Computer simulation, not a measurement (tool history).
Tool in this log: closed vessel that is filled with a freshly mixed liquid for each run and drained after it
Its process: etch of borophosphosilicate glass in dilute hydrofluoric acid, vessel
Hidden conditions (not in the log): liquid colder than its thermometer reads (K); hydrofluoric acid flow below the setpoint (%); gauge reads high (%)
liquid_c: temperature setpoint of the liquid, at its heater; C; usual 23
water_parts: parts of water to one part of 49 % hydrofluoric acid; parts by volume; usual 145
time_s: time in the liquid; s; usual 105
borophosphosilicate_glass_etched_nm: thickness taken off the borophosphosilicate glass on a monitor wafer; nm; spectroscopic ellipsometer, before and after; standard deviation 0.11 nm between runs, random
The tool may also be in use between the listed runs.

run,day,liquid_c,water_parts,time_s,wafers since the last listed run,hours since the thermometer was replaced,hours since the hydrofluoric acid flow meter was replaced,hours since the gauge calibration,"read-back film thickness of the borophosphosilicate glass reference wafer, read on the same gauge (nm)",borophosphosilicate_glass_etched_nm
1,0,23,145,105,0,327,195.6,786.1,49.98,16.64
2,2.633,20,145,105,7143,390.2,258.8,849.3,50.03,14.95
3,3.979,26,145,105,3650,422.5,291.1,881.6,50.02,18.56
4,5.929,26,145,105,5289,469.3,337.9,928.4,50,18.53
5,8.388,26,145,105,6668,528.3,396.9,987.4,50.01,18.24
6,9.925,23,145,105,4170,565.2,433.8,1024.3,49.99,16.4
7,11.412,23,145,105,4034,600.9,469.5,1060,50,16.35
8,12.417,23,145,125,2723,625,493.6,1084.1,50.02,19.35
9,15.25,23,145,125,7685,693,561.6,1152.1,49.97,19.13
10,18.817,23,145,105,9674,778.6,647.2,1237.7,50.02,16.06
# day 19.325: thermometer replaced
11,20.188,23,145,105,3605,20.7,680.1,1270.6,50.03,16.45
# day 21.425: gauge calibrated
12,21.962,23,145,105,4814,63.3,722.7,12.9,49.98,16.34
13,24.183,23,145,105,6024,116.6,776,66.2,50,16.21
14,25.675,23,145,105,4046,152.4,811.8,102,50.03,16.14
15,33.338,23,145,105,20785,336.3,995.7,285.9,50.02,15.84
16,35.762,23,145,105,6577,394.5,1053.9,344.1,49.98,15.64
17,38.521,26,175,65,7482,460.7,1120.1,410.3,49.98,8.66
18,40.7,23,145,105,5911,513,1172.4,462.6,50.05,15.45
# day 42.767: hydrofluoric acid flow meter replaced
19,43.483,23,105,105,7436,579.8,17.2,529.4,50.01,23.42
20,45.075,23,80,105,4317,618,55.4,567.6,49.96,31.35
# day 46.742: thermometer replaced
21,46.758,27,210,130,4453,0.4,95.8,608,49.99,15.85
22,48.042,19,145,60,3481,31.2,126.6,638.8,50.01,8.36
23,49.196,26,190,55,3130,58.9,154.3,666.5,50.04,7.3
24,51.033,19.5,170,75,4984,103,198.4,710.6,49.99,8.9
25,53.712,26,165,70,7267,167.3,262.7,774.9,49.99,10.87
26,55.05,20,200,105,3628,199.4,294.8,807,49.97,10.38
27,57.708,23,145,105,7210,263.2,358.6,870.8,50.03,16.68

For each run, the measured value with the value that run would have given without the tool's hidden condition subtracted. The run-to-run variation is shared by both, the gauge scatter possibly not:
run,borophosphosilicate_glass_etched_nm
1,-0.67
2,-0.74
3,-0.97
4,-1.07
5,-1.2
6,-1.18
7,-1.25
8,-1.55
9,-1.7
10,-1.62
11,-1.06
12,-1.14
13,-1.25
14,-1.32
15,-1.7
16,-1.8
17,-1.07
18,-2.04
19,-1.85
20,-2.69
21,-0.24
22,-0.16
23,-0.16
24,-0.25
25,-0.39
26,-0.42
27,-0.8
